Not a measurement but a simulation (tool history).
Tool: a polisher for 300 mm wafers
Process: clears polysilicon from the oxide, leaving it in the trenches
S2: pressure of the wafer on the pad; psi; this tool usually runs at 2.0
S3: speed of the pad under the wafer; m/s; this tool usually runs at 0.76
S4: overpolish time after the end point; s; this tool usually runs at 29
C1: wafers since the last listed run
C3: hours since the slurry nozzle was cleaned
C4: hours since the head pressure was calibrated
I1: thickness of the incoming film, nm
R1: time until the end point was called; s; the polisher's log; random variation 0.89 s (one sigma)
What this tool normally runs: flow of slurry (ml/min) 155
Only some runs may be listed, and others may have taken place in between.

run 1 hour=0.0 | flow_of_slurry_(ml/min)=155 S2=1.5 S3=0.76 S4=29 | C1=0 wafers_polished_on_this_pad=494 C3=349.1 C4=101.7 | I1=537.6 | R1=74.7
run 2 hour=19.8 | flow_of_slurry_(ml/min)=110 S2=2.0 S3=0.62 S4=29 | C1=119 wafers_polished_on_this_pad=613 C3=368.9 C4=121.5 | I1=533.9 | R1=73.0
-- hour=24.7 worn pad replaced by a new one
run 3 hour=46.5 | flow_of_slurry_(ml/min)=110 S2=2.0 S3=0.62 S4=29 | C1=136 wafers_polished_on_this_pad=131 C3=395.6 C4=148.2 | I1=542.2 | R1=74.3
run 4 hour=62.8 | flow_of_slurry_(ml/min)=155 S2=2.0 S3=0.76 S4=29 | C1=98 wafers_polished_on_this_pad=229 C3=411.9 C4=164.5 | I1=533.1 | R1=55.3
run 5 hour=78.6 | flow_of_slurry_(ml/min)=155 S2=2.0 S3=0.76 S4=29 | C1=95 wafers_polished_on_this_pad=324 C3=427.7 C4=180.3 | I1=546.8 | R1=58.8
run 6 hour=99.1 | flow_of_slurry_(ml/min)=155 S2=2.0 S3=0.76 S4=29 | C1=123 wafers_polished_on_this_pad=447 C3=448.2 C4=200.8 | I1=535.3 | R1=56.9
run 7 hour=118.3 | flow_of_slurry_(ml/min)=155 S2=2.0 S3=0.76 S4=29 | C1=115 wafers_polished_on_this_pad=563 C3=467.4 C4=220.0 | I1=544.6 | R1=58.1
-- hour=125.7 worn pad replaced by a new one
run 8 hour=140.4 | flow_of_slurry_(ml/min)=155 S2=2.0 S3=0.76 S4=29 | C1=108 wafers_polished_on_this_pad=88 C3=489.5 C4=242.1 | I1=536.3 | R1=57.4
run 9 hour=161.5 | flow_of_slurry_(ml/min)=155 S2=2.0 S3=0.76 S4=29 | C1=127 wafers_polished_on_this_pad=215 C3=510.6 C4=263.2 | I1=536.1 | R1=55.9
run 10 hour=178.1 | flow_of_slurry_(ml/min)=140 S2=2.0 S3=0.76 S4=29 | C1=99 wafers_polished_on_this_pad=315 C3=527.2 C4=279.8 | I1=531.8 | R1=58.1
run 11 hour=204.4 | flow_of_slurry_(ml/min)=140 S2=2.0 S3=0.76 S4=29 | C1=158 wafers_polished_on_this_pad=473 C3=553.5 C4=306.1 | I1=544.5 | R1=58.6
-- hour=227.8 worn pad replaced by a new one
run 12 hour=230.9 | flow_of_slurry_(ml/min)=155 S2=2.0 S3=0.76 S4=29 | C1=135 wafers_polished_on_this_pad=18 C3=580.0 C4=332.6 | I1=539.6 | R1=57.3
-- hour=236.1 head pressure recalibrated
run 13 hour=266.0 | flow_of_slurry_(ml/min)=155 S2=2.0 S3=0.76 S4=29 | C1=199 wafers_polished_on_this_pad=218 C3=615.1 C4=29.9 | I1=542.1 | R1=58.0
run 14 hour=300.0 | flow_of_slurry_(ml/min)=155 S2=2.0 S3=0.76 S4=29 | C1=204 wafers_polished_on_this_pad=422 C3=649.1 C4=63.9 | I1=539.8 | R1=56.7
run 15 hour=322.8 | flow_of_slurry_(ml/min)=170 S2=1.4 S3=0.76 S4=29 | C1=137 wafers_polished_on_this_pad=560 C3=671.9 C4=86.7 | I1=530.9 | R1=78.0
-- hour=339.8 worn pad replaced by a new one
run 16 hour=341.1 | flow_of_slurry_(ml/min)=155 S2=2.4 S3=0.84 S4=42 | C1=86 wafers_polished_on_this_pad=7 C3=690.2 C4=105.0 | I1=540.8 | R1=42.8
run 17 hour=354.3 | flow_of_slurry_(ml/min)=155 S2=2.0 S3=0.76 S4=29 | C1=79 wafers_polished_on_this_pad=87 C3=703.4 C4=118.2 | I1=540.5 | R1=58.2
run 18 hour=374.9 | flow_of_slurry_(ml/min)=155 S2=1.6 S3=0.86 S4=23 | C1=124 wafers_polished_on_this_pad=211 C3=724.0 C4=138.8 | I1=541.7 | R1=64.1
run 19 hour=395.1 | flow_of_slurry_(ml/min)=105 S2=2.2 S3=0.94 S4=36 | C1=121 wafers_polished_on_this_pad=332 C3=744.2 C4=159.0 | I1=538.1 | R1=45.5
run 20 hour=414.0 | flow_of_slurry_(ml/min)=155 S2=2.0 S3=0.76 S4=29 | C1=113 wafers_polished_on_this_pad=446 C3=763.1 C4=177.9 | I1=543.1 | R1=58.3
-- hour=418.6 slurry nozzle cleaned
-- hour=458.2 worn pad replaced by a new one
run 21 hour=467.1 | flow_of_slurry_(ml/min)=155 S2=2.7 S3=0.62 S4=40 | C1=289 wafers_polished_on_this_pad=53 C3=48.5 C4=231.0 | I1=539.9 | R1=52.8
run 22 hour=479.5 | flow_of_slurry_(ml/min)=155 S2=2.0 S3=0.76 S4=40 | C1=74 wafers_polished_on_this_pad=128 C3=60.9 C4=243.4 | I1=545.9 | R1=57.7
run 23 hour=502.0 | flow_of_slurry_(ml/min)=155 S2=2.0 S3=0.96 S4=29 | C1=135 wafers_polished_on_this_pad=263 C3=83.4 C4=265.9 | I1=550.7 | R1=45.6
run 24 hour=519.9 | flow_of_slurry_(ml/min)=155 S2=2.5 S3=0.86 S4=23 | C1=107 wafers_polished_on_this_pad=371 C3=101.3 C4=283.8 | I1=546.7 | R1=40.3
-- hour=530.0 head pressure recalibrated
run 25 hour=534.5 | flow_of_slurry_(ml/min)=155 S2=2.0 S3=0.76 S4=29 | C1=75 wafers_polished_on_this_pad=447 C3=115.9 C4=4.5 | I1=536.2 | R1=57.1
run 26 hour=552.8 | flow_of_slurry_(ml/min)=155 S2=2.0 S3=0.76 S4=29 | C1=110 wafers_polished_on_this_pad=557 C3=134.2 C4=22.8 | I1=545.5 | R1=59.0
run 27 hour=568.5 | flow_of_slurry_(ml/min)=155 S2=2.0 S3=0.76 S4=29 | C1=94 wafers_polished_on_this_pad=652 C3=149.9 C4=38.5 | I1=531.1 | R1=57.3
-- hour=582.8 worn pad replaced by a new one
run 28 hour=589.8 | flow_of_slurry_(ml/min)=185 S2=2.6 S3=0.58 S4=36 | C1=104 wafers_polished_on_this_pad=42 C3=171.2 C4=59.8 | I1=547.9 | R1=57.7

What if the next run were any one of these 5? Each begins from the tool's condition after run 28:
run A hour=590.3 | flow_of_slurry_(ml/min)=155 S2=2.0 S3=0.68 S4=29 | C1=3 wafers_polished_on_this_pad=45 C3=171.7 C4=60.3 | I1=533.8 | R1=?
run B hour=590.3 | flow_of_slurry_(ml/min)=175 S2=2.4 S3=0.56 S4=29 | C1=3 wafers_polished_on_this_pad=45 C3=171.7 C4=60.3 | I1=533.8 | R1=?
run C hour=590.3 | flow_of_slurry_(ml/min)=135 S2=2.0 S3=0.76 S4=29 | C1=3 wafers_polished_on_this_pad=45 C3=171.7 C4=60.3 | I1=533.8 | R1=?
run D hour=590.3 | flow_of_slurry_(ml/min)=110 S2=2.0 S3=0.84 S4=29 | C1=3 wafers_polished_on_this_pad=45 C3=171.7 C4=60.3 | I1=533.8 | R1=?
run E hour=590.3 | flow_of_slurry_(ml/min)=195 S2=2.0 S3=1.02 S4=29 | C1=3 wafers_polished_on_this_pad=45 C3=171.7 C4=60.3 | I1=533.8 | R1=?

run=A R1=63.5
run=B R1=63.1
run=C R1=58.1
run=D R1=54.6
run=E R1=41.0
With no hidden state in the tool, these same runs would have given:
run=A R1=63.5
run=B R1=63.1
run=C R1=58.1
run=D R1=54.6
run=E R1=41.0

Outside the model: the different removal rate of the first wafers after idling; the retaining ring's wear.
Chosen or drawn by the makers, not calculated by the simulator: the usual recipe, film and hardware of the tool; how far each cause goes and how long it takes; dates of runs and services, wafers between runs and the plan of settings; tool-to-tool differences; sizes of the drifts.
